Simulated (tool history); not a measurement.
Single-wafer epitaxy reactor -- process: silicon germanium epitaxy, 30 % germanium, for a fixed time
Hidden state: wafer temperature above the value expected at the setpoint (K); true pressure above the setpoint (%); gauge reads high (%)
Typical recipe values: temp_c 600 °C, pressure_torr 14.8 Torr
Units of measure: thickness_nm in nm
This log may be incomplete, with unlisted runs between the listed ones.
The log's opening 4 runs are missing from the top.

run,hour,temp_c,pressure_torr,wafers since the last listed run,hours since the last pyrometer calibration,hours since the last manometer calibration,hours since the showerhead was replaced,hours since the gauge calibration,"read-back reference wafer on the same gauge, thickness_nm",thickness_nm
5,49.9,600,14.8,424,1764.3,2594.1,3627.4,404.8,60.577,47.323
6,56.3,600,14.8,174,1770.7,2600.5,3633.8,411.2,60.581,47.054
7,71,600,14.8,400,1785.4,2615.2,3648.5,425.9,60.593,47.13
8,78.2,600,13.1,196,1792.6,2622.4,3655.7,433.1,60.622,45.515
9,87.6,600,13.1,255,1802,2631.8,3665.1,442.5,60.61,45.28
10,102.5,600,13.1,405,1816.9,2646.7,3680,457.4,60.51,45.708
# hour 104.8: gauge calibrated
11,117.4,600,14.8,405,1831.8,2661.6,3694.9,12.6,60.668,46.673
12,125.9,600,14.8,231,1840.3,2670.1,3703.4,21.1,60.701,47.161
13,139.3,609,14.8,364,1853.7,2683.5,3716.8,34.5,60.611,56.187
14,171.9,596,13.2,887,1886.3,2716.1,3749.4,67.1,60.532,41.845
15,181.5,595,14.8,261,1895.9,2725.7,3759,76.7,60.596,42.563
16,189.9,585,18.1,228,1904.3,2734.1,3767.4,85.1,60.625,37.163
17,201.7,593,17.8,321,1916.1,2745.9,3779.2,96.9,60.592,43.27
# hour 214.6: capacitance manometer re-zeroed and calibrated
18,215.2,609,11.7,149,1929.6,0.6,3792.7,110.4,60.659,51.931
# hour 226: showerhead replaced
19,228.9,600,14.8,155,1943.3,14.3,2.9,124.1,60.678,46.926
20,237.8,593,17.9,242,1952.2,23.2,11.8,133,60.653,43.385
21,252.4,600,14.8,397,1966.8,37.8,26.4,147.6,60.623,46.77
22,265.3,591,16.6,351,1979.7,50.7,39.3,160.5,60.557,40.795

Expected results for the next run?
# hour 286.2: pyrometer calibrated
23,316.5,600,14.8,1176,30.3,101.9,90.5,211.7,?,?

read-back reference wafer on the same gauge, thickness_nm: 60.593
thickness_nm: 52.948 nm
With no hidden state in the tool, this same run would have given thickness_nm 52.8 nm.

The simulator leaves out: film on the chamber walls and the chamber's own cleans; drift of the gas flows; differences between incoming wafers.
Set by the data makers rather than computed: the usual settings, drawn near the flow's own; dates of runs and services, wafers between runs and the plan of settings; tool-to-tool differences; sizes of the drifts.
